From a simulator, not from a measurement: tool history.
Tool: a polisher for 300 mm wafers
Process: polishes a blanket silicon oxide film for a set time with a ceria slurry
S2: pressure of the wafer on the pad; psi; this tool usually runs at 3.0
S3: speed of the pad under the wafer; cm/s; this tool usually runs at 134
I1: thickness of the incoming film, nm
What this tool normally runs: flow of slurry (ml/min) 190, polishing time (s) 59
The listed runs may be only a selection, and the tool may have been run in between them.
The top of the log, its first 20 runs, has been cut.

{"run": 21, "hour": 484.2, "flow of slurry (ml/min)": 190, "S2": 3.0, "S3": 134, "polishing time (s)": 46, "I1": 1013.3, "film removed (nm)": 253.3}
{"run": 22, "hour": 518.8, "flow of slurry (ml/min)": 130, "S2": 3.3, "S3": 94, "polishing time (s)": 77, "I1": 1013.6, "film removed (nm)": 304.0}
{"run": 23, "hour": 536.7, "flow of slurry (ml/min)": 190, "S2": 3.0, "S3": 134, "polishing time (s)": 59, "I1": 1008.7, "film removed (nm)": 325.1}
{"run": 24, "hour": 568.4, "flow of slurry (ml/min)": 225, "S2": 3.0, "S3": 152, "polishing time (s)": 44, "I1": 1014.3, "film removed (nm)": 283.1}
{"hour": 589.0, "done": "worn pad replaced by a new one"}
{"run": 25, "hour": 594.2, "flow of slurry (ml/min)": 240, "S2": 2.3, "S3": 176, "polishing time (s)": 59, "I1": 1034.8, "film removed (nm)": 355.5}
{"hour": 603.2, "done": "slurry nozzle cleaned"}
{"run": 26, "hour": 610.6, "flow of slurry (ml/min)": 190, "S2": 2.5, "S3": 134, "polishing time (s)": 59, "I1": 1020.5, "film removed (nm)": 282.8}
{"run": 27, "hour": 639.8, "flow of slurry (ml/min)": 190, "S2": 3.0, "S3": 134, "polishing time (s)": 59, "I1": 1028.8, "film removed (nm)": 323.4}
{"hour": 652.7, "done": "head pressure recalibrated, repeated, since the last time left the tool worse"}
{"run": 28, "hour": 654.6, "flow of slurry (ml/min)": 145, "S2": 3.9, "S3": 118, "polishing time (s)": 59, "I1": 1010.3, "film removed (nm)": 300.9}
{"run": 29, "hour": 721.7, "flow of slurry (ml/min)": 190, "S2": 3.0, "S3": 156, "polishing time (s)": 59, "I1": 1030.3, "film removed (nm)": 338.1}
{"run": 30, "hour": 752.6, "flow of slurry (ml/min)": 190, "S2": 3.0, "S3": 166, "polishing time (s)": 59, "I1": 1022.9, "film removed (nm)": 361.5}
{"hour": 772.7, "done": "worn pad replaced by a new one"}
{"run": 31, "hour": 781.1, "flow of slurry (ml/min)": 210, "S2": 3.0, "S3": 168, "polishing time (s)": 71, "I1": 1026.8, "film removed (nm)": 441.1}
{"run": 32, "hour": 815.3, "flow of slurry (ml/min)": 255, "S2": 2.3, "S3": 108, "polishing time (s)": 44, "I1": 1014.8, "film removed (nm)": 146.3}
{"run": 33, "hour": 829.1, "flow of slurry (ml/min)": 190, "S2": 3.0, "S3": 134, "polishing time (s)": 42, "I1": 1036.0, "film removed (nm)": 208.7}
{"run": 34, "hour": 847.3, "flow of slurry (ml/min)": 190, "S2": 3.0, "S3": 134, "polishing time (s)": 47, "I1": 1030.8, "film removed (nm)": 230.9}
{"run": 35, "hour": 883.0, "flow of slurry (ml/min)": 230, "S2": 2.4, "S3": 110, "polishing time (s)": 51, "I1": 1017.9, "film removed (nm)": 177.2}
{"run": 36, "hour": 903.7, "flow of slurry (ml/min)": 145, "S2": 3.9, "S3": 118, "polishing time (s)": 59, "I1": 1020.7, "film removed (nm)": 298.6}

5 options for the next run, each taken on its own from the tool as it stands now. Forecast them:
{"run": "A", "hour": 904.1, "flow of slurry (ml/min)": 190, "S2": 3.0, "S3": 134, "polishing time (s)": 59, "I1": 1013.7, "film removed (nm)": "?"}
{"run": "B", "hour": 904.1, "flow of slurry (ml/min)": 190, "S2": 3.0, "S3": 150, "polishing time (s)": 59, "I1": 1013.7, "film removed (nm)": "?"}
{"run": "C", "hour": 904.1, "flow of slurry (ml/min)": 220, "S2": 3.0, "S3": 134, "polishing time (s)": 50, "I1": 1013.7, "film removed (nm)": "?"}
{"run": "D", "hour": 904.1, "flow of slurry (ml/min)": 190, "S2": 3.0, "S3": 134, "polishing time (s)": 80, "I1": 1013.7, "film removed (nm)": "?"}
{"run": "E", "hour": 904.1, "flow of slurry (ml/min)": 135, "S2": 3.0, "S3": 134, "polishing time (s)": 59, "I1": 1013.7, "film removed (nm)": "?"}

run=A film_removed_(nm)=292.0
run=B film_removed_(nm)=326.9
run=C film_removed_(nm)=252.6
run=D film_removed_(nm)=395.9
run=E film_removed_(nm)=273.9
Had the tool no hidden state, the same runs would have come out as:
run=A film_removed_(nm)=293.4
run=B film_removed_(nm)=328.5
run=C film_removed_(nm)=253.9
run=D film_removed_(nm)=397.9
run=E film_removed_(nm)=275.3
